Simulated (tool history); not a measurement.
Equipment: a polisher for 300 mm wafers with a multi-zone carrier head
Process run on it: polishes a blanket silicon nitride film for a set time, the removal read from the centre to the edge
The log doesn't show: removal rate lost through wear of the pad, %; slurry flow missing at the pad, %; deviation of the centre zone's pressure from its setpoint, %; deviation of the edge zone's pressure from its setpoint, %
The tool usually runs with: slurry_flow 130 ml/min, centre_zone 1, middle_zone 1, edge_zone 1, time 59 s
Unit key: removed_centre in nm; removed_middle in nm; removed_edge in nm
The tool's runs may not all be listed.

run,hour,slurry_flow,centre_zone,middle_zone,edge_zone,time,wafers since the last listed run,wafers polished on this pad,hours since the slurry nozzle was cleaned,hours since the centre zone pressure was calibrated,hours since the edge zone pressure was calibrated,hours since the carrier head's membrane was replaced,"incoming thickness of the incoming film, nm",removed_centre,removed_middle,removed_edge
1,0,130,1,1,1,59,0,1902,402.4,281.6,365.8,895.1,744.9,116.3,114.5,116.1
# hour 76: carrier head's membrane replaced by a new one
2,76.5,130,1,1,1.09,59,505,2408,478.9,358.1,442.3,0.5,736.3,116.2,115.7,119.5
# hour 154.5: worn pad replaced by a new one
3,155,130,1,1,1,59,527,3,557.4,436.6,520.8,79,741.3,122.2,119.7,121.2
4,198.4,130,1,1,1,59,307,310,600.8,480,564.2,122.4,739.9,121.1,120.8,119.2
# hour 248.3: slurry nozzle cleaned
5,276.3,130,1,1,1,59,544,854,28,557.9,642.1,200.3,743.4,119.3,119.9,119.3
6,349.7,130,1,1,1,59,519,1373,101.4,631.3,715.5,273.7,741.5,118,117.4,118.7
7,422.3,130,1,0.9,1.06,59,513,1887,174,703.9,788.1,346.3,741.6,114.4,107.2,119.5
8,462.4,130,1,1,1.09,46,283,2171,214.1,744,828.2,386.4,759.1,90.9,90.1,93.1
9,515.4,130,1,1,0.95,59,375,2546,267.1,797,881.2,439.4,748.3,115.1,115.7,112
# hour 519.6: edge zone pressure recalibrated
10,605.1,130,1,1,1,59,620,3166,356.8,886.7,85.5,529.1,763.4,114,114.8,115.2
# hour 673.5: worn pad replaced by a new one
11,702.6,130,1,1,1,59,661,205,454.3,984.2,183,626.6,739.5,121.6,121.4,119.4
12,748,130,0.92,1,1,43,321,527,499.7,1029.6,228.4,672,749.1,80.5,85.4,86.4
13,815.2,130,1.09,1.06,0.91,70,475,1002,566.9,1096.8,295.6,739.2,756.6,150.9,149.3,134.6
# hour 883.4: slurry nozzle cleaned
14,893.7,90,1,1,1,45,548,1551,10.3,1175.3,374.1,817.7,758.5,83.1,84.2,86.2
# hour 938.7: centre zone pressure recalibrated
15,962.2,130,1,1,1,50,470,2021,78.8,23.5,442.6,886.2,752.3,99,98.9,97.6
16,1035.1,130,1,1,1,71,515,2537,151.7,96.4,515.5,959.1,747.8,140.6,138.5,138.7
# hour 1161: worn pad replaced by a new one
# hour 1197.6: carrier head's membrane replaced by a new one
17,1295,110,0.92,1,1,59,1775,912,411.6,356.3,775.4,97.4,746.8,108.9,115.1,116.4
# hour 1347.6: edge zone pressure recalibrated
18,1373.3,130,1,0.93,1,59,539,1452,489.9,434.6,25.7,175.7,740.6,118.5,111.1,117.3
19,1452.7,130,1,1,1,59,561,2014,569.3,514,105.1,255.1,759,117.4,116.9,115.2
20,1527.6,130,1.11,1,1,59,529,2544,644.2,588.9,180,330,760.1,127.1,114.4,114.4
21,1579.6,160,1,1,1,41,367,2912,696.2,640.9,232,382,760.1,82.9,81.6,81.1
# hour 1604.6: slurry nozzle cleaned
# hour 1666.3: worn pad replaced by a new one
22,1683.5,130,1.06,1,1,59,699,121,78.9,744.8,335.9,485.9,756.6,128.5,118.7,118.9

What the log doesn't show, run by run:
slurry flow missing at the pad, %: 0, the same for each run
deviation of the centre zone's pressure from its setpoint, %: 0, the same for each run
deviation of the edge zone's pressure from its setpoint, %: 0, the same for each run
H1: removal rate lost through wear of the pad, %
run,H1
1,3.76
2,4.61
3,0.61
4,1.09
5,1.95
6,2.77
7,3.57
8,4.02
9,4.6
10,5.6
11,0.906
12,1.41
13,2.15
14,3.02
15,3.78
16,4.59
17,2.06
18,2.93
19,3.81
20,4.64
21,5.22
22,0.509

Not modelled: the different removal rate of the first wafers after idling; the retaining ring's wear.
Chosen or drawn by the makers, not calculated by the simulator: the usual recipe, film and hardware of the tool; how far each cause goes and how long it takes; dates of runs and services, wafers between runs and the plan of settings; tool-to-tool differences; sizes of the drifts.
